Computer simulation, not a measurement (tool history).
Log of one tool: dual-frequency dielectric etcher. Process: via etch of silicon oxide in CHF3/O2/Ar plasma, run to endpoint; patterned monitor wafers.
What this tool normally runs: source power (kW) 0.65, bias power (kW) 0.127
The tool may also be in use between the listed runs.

run	hour	source power (kW)	bias power (kW)	wafers since the last listed run	hours since the last wet clean	hours since the last source power generator calibration	hours since the last bias power generator calibration	hours since the last upper electrode change	incoming incoming film thickness, nm	endpoint time (s)
1	0	0.65	0.127	0	155.7	4477.3	2768.7	4015.2	501.4	271.7
2	12.5	0.72	0.127	65	168.2	4489.8	2781.2	4027.7	509.7	264.8
3	19.5	0.65	0.127	36	175.2	4496.8	2788.2	4034.7	506.2	275.1
4	36.2	0.65	0.127	88	191.9	4513.5	2804.9	4051.4	508.1	271.8
5	45.4	0.65	0.127	48	201.1	4522.7	2814.1	4060.6	509.9	276.1
6	63.1	0.65	0.127	93	218.8	4540.4	2831.8	4078.3	504.6	270.6
7	76.4	0.65	0.127	70	232.1	4553.7	2845.1	4091.6	512.4	274.1
8	123.1	0.65	0.141	246	278.8	4600.4	2891.8	4138.3	510.3	263.5
9	139.4	0.65	0.141	86	295.1	4616.7	2908.1	4154.6	508.6	261.5
# hour 178.6: bias power generator calibrated
# hour 198.8: upper electrode replaced
# hour 201.7: source power generator calibrated
10	202.2	0.65	0.127	188	357.9	0.5	23.6	3.4	510.5	272.3
11	202.6	0.65	0.127	2	358.3	0.9	24	3.8	504.7	266.2
12	203	0.56	0.143	2	358.7	1.3	24.4	4.2	509.6	280.3
13	213.9	0.61	0.098	57	369.6	12.2	35.3	15.1	507.2	295.9
# hour 244: wet clean of the chamber
14	244.5	0.76	0.151	34	0.5	42.8	65.9	45.7	507.7	250.1
15	244.9	0.71	0.149	2	0.9	43.2	66.3	46.1	509.2	258
16	256	0.76	0.127	58	12	54.3	77.4	57.2	507.4	260.2
17	262.4	0.65	0.127	33	18.4	60.7	83.8	63.6	504.3	279.1
18	271	0.59	0.138	45	27	69.3	92.4	72.2	511.1	293.3
19	279.4	0.7	0.095	44	35.4	77.7	100.8	80.6	507	290.6
20	291.1	0.65	0.127	61	47.1	89.4	112.5	92.3	511.5	284.4

What does the tool deliver on the next run?
21	304.9	0.56	0.102	72	60.9	103.2	126.3	106.1	504.8	?

endpoint time (s): 317.6
Had the tool carried no hidden state, the very same run would have given endpoint time (s) 319.4.
